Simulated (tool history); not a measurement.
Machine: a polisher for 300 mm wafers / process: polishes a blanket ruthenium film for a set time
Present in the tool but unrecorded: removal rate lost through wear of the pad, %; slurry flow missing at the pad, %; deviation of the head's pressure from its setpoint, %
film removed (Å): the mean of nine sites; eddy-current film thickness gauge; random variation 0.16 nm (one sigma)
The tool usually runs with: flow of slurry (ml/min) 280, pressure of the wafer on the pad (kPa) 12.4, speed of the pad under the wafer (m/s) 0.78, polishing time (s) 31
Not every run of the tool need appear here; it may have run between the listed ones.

run	hour	flow of slurry (ml/min)	pressure of the wafer on the pad (kPa)	speed of the pad under the wafer (m/s)	polishing time (s)	wafers since the last listed run	wafers polished on this pad	hours since the slurry nozzle was cleaned	hours since the head pressure was calibrated	incoming thickness of the incoming film, nm	film removed (Å)
1	0.0	280	12.4	0.78	31	0	9176	128.3	1.8	638.9	177
# hour 22.8: worn pad replaced by a new one
2	60.6	280	12.4	0.78	31	629	420	188.9	62.4	643.9	196
3	104.2	280	12.4	0.78	27	485	905	232.5	106.0	631.6	170
4	146.6	280	12.4	0.78	27	471	1376	274.9	148.4	648.8	168
5	217.6	280	12.4	0.78	27	789	2166	345.9	219.4	638.3	162
6	281.9	280	10.3	0.60	31	715	2881	410.2	283.7	640.0	127
7	338.3	280	12.4	0.78	31	627	3509	466.6	340.1	637.2	184
8	389.8	280	12.4	0.78	31	572	4082	518.1	391.6	640.8	180
9	446.4	280	12.4	0.78	31	629	4712	574.7	448.2	641.2	179
10	545.9	280	12.4	0.78	31	1106	5818	674.2	547.7	639.4	175
# hour 616.7: slurry nozzle cleaned
11	618.6	280	12.4	0.78	31	797	6616	1.9	620.4	652.4	182
12	686.1	280	12.4	0.78	31	750	7367	69.4	687.9	635.4	184
# hour 694.1: worn pad replaced by a new one
# hour 888.3: head pressure recalibrated
13	983.9	345	12.4	0.78	38	3246	3201	367.2	95.6	638.8	231
14	1050.6	345	12.4	0.78	38	742	3943	433.9	162.3	652.0	226
15	1119.3	335	9.0	0.54	35	764	4707	502.6	231.0	626.0	115
16	1175.7	280	12.4	0.78	31	627	5335	559.0	287.4	633.1	177
17	1244.8	380	12.4	0.78	31	768	6103	628.1	356.5	635.7	180
18	1300.7	230	12.4	0.86	25	621	6725	684.0	412.4	648.6	151
19	1384.0	280	13.8	0.52	42	926	7652	767.3	495.7	637.0	170
# hour 1392.3: worn pad replaced by a new one
20	1446.3	280	12.4	0.78	31	648	600	829.6	558.0	633.9	187
# hour 1499.8: slurry nozzle cleaned
# hour 1553.7: head pressure recalibrated
21	1663.2	185	9.7	0.70	40	2379	2980	163.4	109.5	638.8	172
22	1754.3	280	12.4	0.78	31	1013	3993	254.5	200.6	642.4	179
23	1815.5	365	12.4	0.78	31	680	4674	315.7	261.8	635.6	182
24	1933.4	320	9.7	0.56	31	1311	5986	433.6	379.7	645.2	107
25	2002.6	365	12.4	0.78	23	769	6755	502.8	448.9	636.7	133
26	2043.0	240	10.3	0.98	37	449	7205	543.2	489.3	637.3	223
# hour 2091.0: worn pad replaced by a new one
27	2093.1	375	12.4	0.78	28	512	23	593.3	539.4	637.2	181
28	2191.3	280	10.3	0.88	39	1092	1115	691.5	637.6	640.1	234
# hour 2227.2: head pressure recalibrated
29	2295.2	325	10.3	0.58	22	1133	2249	795.4	68.0	629.5	87
# hour 2329.5: slurry nozzle cleaned
30	2364.4	365	12.4	0.78	26	758	3007	34.9	137.2	641.4	161
31	2470.2	280	12.4	0.78	31	1176	4184	140.7	243.0	638.6	183
32	2577.8	245	11.0	0.78	23	1197	5382	248.3	350.6	648.6	124
33	2624.9	280	12.4	0.78	31	523	5905	295.4	397.7	631.3	180
34	2712.4	230	12.4	0.86	25	973	6879	382.9	485.2	642.9	156
35	2804.0	280	12.4	0.78	31	1019	7898	474.5	576.8	641.9	181
# hour 2818.3: worn pad replaced by a new one
36	2890.4	280	12.4	0.86	31	916	802	560.9	663.2	648.2	211
# hour 2898.2: head pressure recalibrated
37	2977.0	280	12.4	0.78	31	941	1743	647.5	78.8	640.3	181

For each run, the measured value with the value that run would have given without the tool's hidden condition subtracted. The run-to-run variation is shared by both, the gauge scatter possibly not:
run	film removed (Å)
1	-26
2	-6
3	-8
4	-10
5	-13
6	-12
7	-20
8	-21
9	-23
10	-25
11	-20
12	-22
13	-24
14	-28
15	-16
16	-25
17	-27
18	-25
19	-29
20	-18
21	-20
22	-23
23	-25
24	-17
25	-21
26	-39
27	-7
28	-21
29	-10
30	-14
31	-19
32	-15
33	-22
34	-22
35	-26
36	-15
37	-19
